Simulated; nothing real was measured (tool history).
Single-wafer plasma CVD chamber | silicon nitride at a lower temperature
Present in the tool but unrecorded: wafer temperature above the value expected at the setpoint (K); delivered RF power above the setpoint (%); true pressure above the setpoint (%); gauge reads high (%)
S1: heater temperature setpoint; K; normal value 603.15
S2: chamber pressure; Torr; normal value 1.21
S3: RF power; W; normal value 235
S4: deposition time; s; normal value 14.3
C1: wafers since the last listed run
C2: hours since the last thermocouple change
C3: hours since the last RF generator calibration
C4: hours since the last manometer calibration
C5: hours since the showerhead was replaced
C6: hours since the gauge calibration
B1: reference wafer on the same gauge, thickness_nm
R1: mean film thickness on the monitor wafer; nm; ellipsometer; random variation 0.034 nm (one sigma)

run 1 hour=0.0 | S1=595.15 S2=1.35 S3=235 S4=14.3 | C1=0 C2=689.7 C3=55.2 C4=1878.8 C5=5815.0 C6=1000.7 | B1=11.999 | R1=11.831
run 2 hour=88.3 | S1=595.15 S2=1.35 S3=235 S4=14.3 | C1=1869 C2=778.0 C3=143.5 C4=1967.1 C5=5903.3 C6=1089.0 | B1=12.002 | R1=11.848
-- hour=149.5 gauge calibrated
run 3 hour=152.8 | S1=603.15 S2=1.21 S3=200 S4=14.3 | C1=1365 C2=842.5 C3=208.0 C4=2031.6 C5=5967.8 C6=3.3 | B1=12.002 | R1=10.120
run 4 hour=325.4 | S1=603.15 S2=1.21 S3=200 S4=14.3 | C1=3654 C2=1015.1 C3=380.6 C4=2204.2 C5=6140.4 C6=175.9 | B1=12.004 | R1=10.077
-- hour=339.3 thermocouple changed; heater temperature recalibrated
run 5 hour=391.4 | S1=603.15 S2=1.21 S3=235 S4=14.3 | C1=1228 C2=52.1 C3=446.6 C4=2270.2 C5=6206.4 C6=241.9 | B1=12.005 | R1=11.484
run 6 hour=490.2 | S1=599.15 S2=1.21 S3=260 S4=14.3 | C1=2092 C2=150.9 C3=545.4 C4=2369.0 C5=6305.2 C6=340.7 | B1=12.004 | R1=12.373
run 7 hour=545.9 | S1=599.15 S2=1.21 S3=260 S4=14.3 | C1=1179 C2=206.6 C3=601.1 C4=2424.7 C5=6360.9 C6=396.4 | B1=12.002 | R1=12.384
run 8 hour=622.7 | S1=603.15 S2=1.21 S3=235 S4=14.3 | C1=1626 C2=283.4 C3=677.9 C4=2501.5 C5=6437.7 C6=473.2 | B1=12.005 | R1=11.514
-- hour=720.0 capacitance manometer re-zeroed and calibrated
run 9 hour=720.5 | S1=603.15 S2=1.21 S3=235 S4=14.3 | C1=1901 C2=381.2 C3=775.7 C4=0.5 C5=6535.5 C6=571.0 | B1=11.993 | R1=11.194
-- hour=807.7 showerhead replaced
run 10 hour=824.4 | S1=603.15 S2=1.21 S3=235 S4=14.3 | C1=2030 C2=485.1 C3=879.6 C4=104.4 C5=16.7 C6=674.9 | B1=11.992 | R1=11.215
-- hour=1084.1 RF generator calibrated
run 11 hour=1144.8 | S1=603.15 S2=1.21 S3=235 S4=14.3 | C1=6614 C2=805.5 C3=60.7 C4=424.8 C5=337.1 C6=995.3 | B1=12.000 | R1=11.291
-- hour=1201.6 thermocouple changed; heater temperature recalibrated
run 12 hour=1213.7 | S1=603.15 S2=1.21 S3=235 S4=14.3 | C1=1289 C2=12.1 C3=129.6 C4=493.7 C5=406.0 C6=1064.2 | B1=12.003 | R1=11.391
run 13 hour=1284.8 | S1=603.15 S2=1.01 S3=205 S4=14.3 | C1=1505 C2=83.2 C3=200.7 C4=564.8 C5=477.1 C6=1135.3 | B1=12.005 | R1=9.665
run 14 hour=1340.0 | S1=612.15 S2=0.92 S3=270 S4=14.3 | C1=1168 C2=138.4 C3=255.9 C4=620.0 C5=532.3 C6=1190.5 | B1=12.003 | R1=11.590
-- hour=1431.7 gauge calibrated
run 15 hour=1444.0 | S1=603.15 S2=1.21 S3=235 S4=14.3 | C1=2202 C2=242.4 C3=359.9 C4=724.0 C5=636.3 C6=12.3 | B1=11.997 | R1=11.355
run 16 hour=1493.8 | S1=603.15 S2=1.21 S3=235 S4=15.4 | C1=1054 C2=292.2 C3=409.7 C4=773.8 C5=686.1 C6=62.1 | B1=12.003 | R1=12.264
run 17 hour=1576.3 | S1=609.15 S2=1.21 S3=235 S4=14.3 | C1=1746 C2=374.7 C3=492.2 C4=856.3 C5=768.6 C6=144.6 | B1=11.999 | R1=11.318
run 18 hour=1661.4 | S1=603.15 S2=1.21 S3=235 S4=14.3 | C1=1801 C2=459.8 C3=577.3 C4=941.4 C5=853.7 C6=229.7 | B1=11.993 | R1=11.407
run 19 hour=1710.5 | S1=609.15 S2=1.49 S3=275 S4=16.6 | C1=1039 C2=508.9 C3=626.4 C4=990.5 C5=902.8 C6=278.8 | B1=12.009 | R1=15.634
run 20 hour=1792.4 | S1=596.15 S2=1.49 S3=235 S4=14.3 | C1=1734 C2=590.8 C3=708.3 C4=1072.4 C5=984.7 C6=360.7 | B1=12.007 | R1=12.008
run 21 hour=1884.7 | S1=615.15 S2=1.21 S3=270 S4=11.6 | C1=1954 C2=683.1 C3=800.6 C4=1164.7 C5=1077.0 C6=453.0 | B1=12.010 | R1=10.188
run 22 hour=1986.2 | S1=603.15 S2=1.21 S3=235 S4=14.3 | C1=2149 C2=784.6 C3=902.1 C4=1266.2 C5=1178.5 C6=554.5 | B1=11.994 | R1=11.357
-- hour=2032.5 thermocouple changed; heater temperature recalibrated
run 23 hour=2067.1 | S1=617.15 S2=1.00 S3=235 S4=14.3 | C1=1543 C2=34.6 C3=983.0 C4=1347.1 C5=1259.4 C6=635.4 | B1=11.996 | R1=10.793
-- hour=2154.6 RF generator calibrated
run 24 hour=2174.9 | S1=603.15 S2=1.30 S3=235 S4=14.3 | C1=2113 C2=142.4 C3=20.3 C4=1454.9 C5=1367.2 C6=743.2 | B1=11.994 | R1=11.552
run 25 hour=2227.9 | S1=598.15 S2=1.21 S3=235 S4=14.3 | C1=1122 C2=195.4 C3=73.3 C4=1507.9 C5=1420.2 C6=796.2 | B1=11.996 | R1=11.397

Consider 3 possible next runs. They are alternatives, not a sequence: every one starts from the tool as it was left by run 25. What does each give?
run A hour=2228.3 | S1=603.15 S2=1.35 S3=235 S4=14.3 | C1=8 C2=195.8 C3=73.7 C4=1508.3 C5=1420.6 C6=796.6 | B1=? | R1=?
run B hour=2228.3 | S1=592.15 S2=1.21 S3=255 S4=14.3 | C1=8 C2=195.8 C3=73.7 C4=1508.3 C5=1420.6 C6=796.6 | B1=? | R1=?
run C hour=2228.3 | S1=610.15 S2=1.05 S3=235 S4=15.5 | C1=8 C2=195.8 C3=73.7 C4=1508.3 C5=1420.6 C6=796.6 | B1=? | R1=?

run=A B1=11.999 R1=11.700
run=B B1=11.999 R1=12.123
run=C B1=11.999 R1=11.809
Without the tool's hidden state the same runs would have given:
run=A R1=11.544
run=B R1=11.959
run=C R1=11.639
